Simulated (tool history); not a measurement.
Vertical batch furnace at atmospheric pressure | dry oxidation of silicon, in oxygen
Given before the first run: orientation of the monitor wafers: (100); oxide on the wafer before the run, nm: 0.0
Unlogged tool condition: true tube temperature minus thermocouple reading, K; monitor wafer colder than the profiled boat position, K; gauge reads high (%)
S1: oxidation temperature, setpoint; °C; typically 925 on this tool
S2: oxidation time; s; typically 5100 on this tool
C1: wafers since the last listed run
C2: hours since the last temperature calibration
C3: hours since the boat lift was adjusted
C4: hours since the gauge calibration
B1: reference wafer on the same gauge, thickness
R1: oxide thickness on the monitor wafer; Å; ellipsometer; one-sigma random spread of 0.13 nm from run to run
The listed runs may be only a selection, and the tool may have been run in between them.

Run 1, hour 0: usual settings; C1 0; C2 581.2; C3 2409.1; C4 922.7; B1 31.2. Result: R1 323.2 Å.
Run 2, hour 68.5: usual settings; C1 1169; C2 649.7; C3 2477.6; C4 991.2; B1 31.15. Result: R1 323.2 Å.
Run 3, hour 111: usual settings; C1 725; C2 692.2; C3 2520.1; C4 1033.7; B1 31.12. Result: R1 325.5 Å.
Run 4, hour 155.1: usual settings but S2 3390 s; C1 752; C2 736.3; C3 2564.2; C4 1077.8; B1 31.23. Result: R1 246.3 Å.
Run 5, hour 226: usual settings; C1 1210; C2 807.2; C3 2635.1; C4 1148.7; B1 31.22. Result: R1 324.4 Å.
At hour 263.5: gauge calibrated.
Run 6, hour 269.5: usual settings; C1 742; C2 850.7; C3 2678.6; C4 6; B1 31.2. Result: R1 324.3 Å.
Run 7, hour 339.7: usual settings; C1 1198; C2 920.9; C3 2748.8; C4 76.2; B1 31.23. Result: R1 322.8 Å.
Run 8, hour 393.7: usual settings but S1 936 °C; C1 921; C2 974.9; C3 2802.8; C4 130.2; B1 31.2. Result: R1 360.7 Å.
Run 9, hour 447.1: usual settings but S1 936 °C; C1 911; C2 1028.3; C3 2856.2; C4 183.6; B1 31.17. Result: R1 361.6 Å.
Run 10, hour 513.3: usual settings but S1 936 °C; C1 1130; C2 1094.5; C3 2922.4; C4 249.8; B1 31.22. Result: R1 362.3 Å.
Run 11, hour 571: usual settings but S1 916 °C, S2 6450 s; C1 984; C2 1152.2; C3 2980.1; C4 307.5; B1 31.17. Result: R1 349.1 Å.
Run 12, hour 618.8: usual settings; C1 815; C2 1200; C3 3027.9; C4 355.3; B1 31.13. Result: R1 324.2 Å.
Run 13, hour 666.8: usual settings; C1 819; C2 1248; C3 3075.9; C4 403.3; B1 31.17. Result: R1 325.6 Å.
Run 14, hour 721.8: usual settings; C1 938; C2 1303; C3 3130.9; C4 458.3; B1 31.2. Result: R1 323.6 Å.
Run 15, hour 776.7: usual settings; C1 937; C2 1357.9; C3 3185.8; C4 513.2; B1 31.2. Result: R1 326.2 Å.
Run 16, hour 840.7: usual settings; C1 1092; C2 1421.9; C3 3249.8; C4 577.2; B1 31.21. Result: R1 324.8 Å.
Run 17, hour 876.2: usual settings; C1 606; C2 1457.4; C3 3285.3; C4 612.7; B1 31.17. Result: R1 326.7 Å.
Run 18, hour 904.4: usual settings; C1 481; C2 1485.6; C3 3313.5; C4 640.9; B1 31.19. Result: R1 325.6 Å.
Run 19, hour 967.8: usual settings but S1 943 °C, S2 7590 s; C1 1082; C2 1549; C3 3376.9; C4 704.3; B1 31.22. Result: R1 523.3 Å.
Run 20, hour 1032.5: usual settings; C1 1104; C2 1613.7; C3 3441.6; C4 769; B1 31.16. Result: R1 326.9 Å.
Run 21, hour 1063.6: usual settings but S2 7230 s; C1 530; C2 1644.8; C3 3472.7; C4 800.1; B1 31.22. Result: R1 418.9 Å.
Run 22, hour 1130.6: usual settings but S1 935 °C, S2 7590 s; C1 1143; C2 1711.8; C3 3539.7; C4 867.1; B1 31.19. Result: R1 478.1 Å.
Run 23, hour 1186.8: usual settings but S1 905 °C; C1 959; C2 1768; C3 3595.9; C4 923.3; B1 31.18. Result: R1 269.2 Å.
Run 24, hour 1234.8: usual settings; C1 819; C2 1816; C3 3643.9; C4 971.3; B1 31.19. Result: R1 328 Å.
At hour 1278.8: gauge calibrated.
Run 25, hour 1284.6: usual settings but S1 934 °C, S2 7470 s; C1 850; C2 1865.8; C3 3693.7; C4 5.8; B1 31.15. Result: R1 472.6 Å.
Run 26, hour 1344.7: usual settings but S1 912 °C, S2 6990 s; C1 1025; C2 1925.9; C3 3753.8; C4 65.9; B1 31.19. Result: R1 358.6 Å.
At hour 1405.7: thermocouples replaced and temperature profile calibrated.
At hour 1414.1: boat lift adjusted.
Run 27, hour 1416.7: usual settings but S1 934 °C, S2 7470 s; C1 675; C2 11; C3 2.6; C4 137.9; B1 31.25. Result: R1 463.8 Å.
Run 28, hour 1458.5: usual settings but S1 915 °C, S2 6300 s; C1 713; C2 52.8; C3 44.4; C4 179.7; B1 31.22. Result: R1 337.2 Å.
Run 29, hour 1489: usual settings but S1 902 °C, S2 2670 s; C1 520; C2 83.3; C3 74.9; C4 210.2; B1 31.19. Result: R1 166.9 Å.
Run 30, hour 1534.5: usual settings but S1 909 °C, S2 6000 s; C1 776; C2 128.8; C3 120.4; C4 255.7; B1 31.24. Result: R1 306.8 Å.
Run 31, hour 1580.7: usual settings but S1 936 °C; C1 788; C2 175; C3 166.6; C4 301.9; B1 31.23. Result: R1 359.7 Å.
Run 32, hour 1648.6: usual settings but S1 948 °C, S2 2730 s; C1 1159; C2 242.9; C3 234.5; C4 369.8; B1 31.24. Result: R1 270.7 Å.
Run 33, hour 1703.3: usual settings but S1 908 °C, S2 7650 s; C1 933; C2 297.6; C3 289.2; C4 424.5; B1 31.22. Result: R1 358.4 Å.
Run 34, hour 1773.5: usual settings but S1 907 °C; C1 1198; C2 367.8; C3 359.4; C4 494.7; B1 31.18. Result: R1 271.1 Å.
Run 35, hour 1809.3: usual settings; C1 611; C2 403.6; C3 395.2; C4 530.5; B1 31.22. Result: R1 324 Å.

What if the next run were any one of these 3? Each begins from the tool's condition after run 35:
Run A, hour 1813.6: usual settings but S2 3480 s; C1 73; C2 407.9; C3 399.5; C4 534.8; B1 ?. Result: R1 ?.
Run B, hour 1813.6: usual settings but S1 938 °C, S2 3450 s; C1 73; C2 407.9; C3 399.5; C4 534.8; B1 ?. Result: R1 ?.
Run C, hour 1813.6: usual settings but S1 939 °C, S2 3930 s; C1 73; C2 407.9; C3 399.5; C4 534.8; B1 ?. Result: R1 ?.

run     B1     R1
  A  31.22  249.8
  B  31.22  282.4
  C  31.22  311.3
Had the tool no hidden state, the same runs would have come out as:
run     R1
  A  249.1
  B  281.6
  C  310.4

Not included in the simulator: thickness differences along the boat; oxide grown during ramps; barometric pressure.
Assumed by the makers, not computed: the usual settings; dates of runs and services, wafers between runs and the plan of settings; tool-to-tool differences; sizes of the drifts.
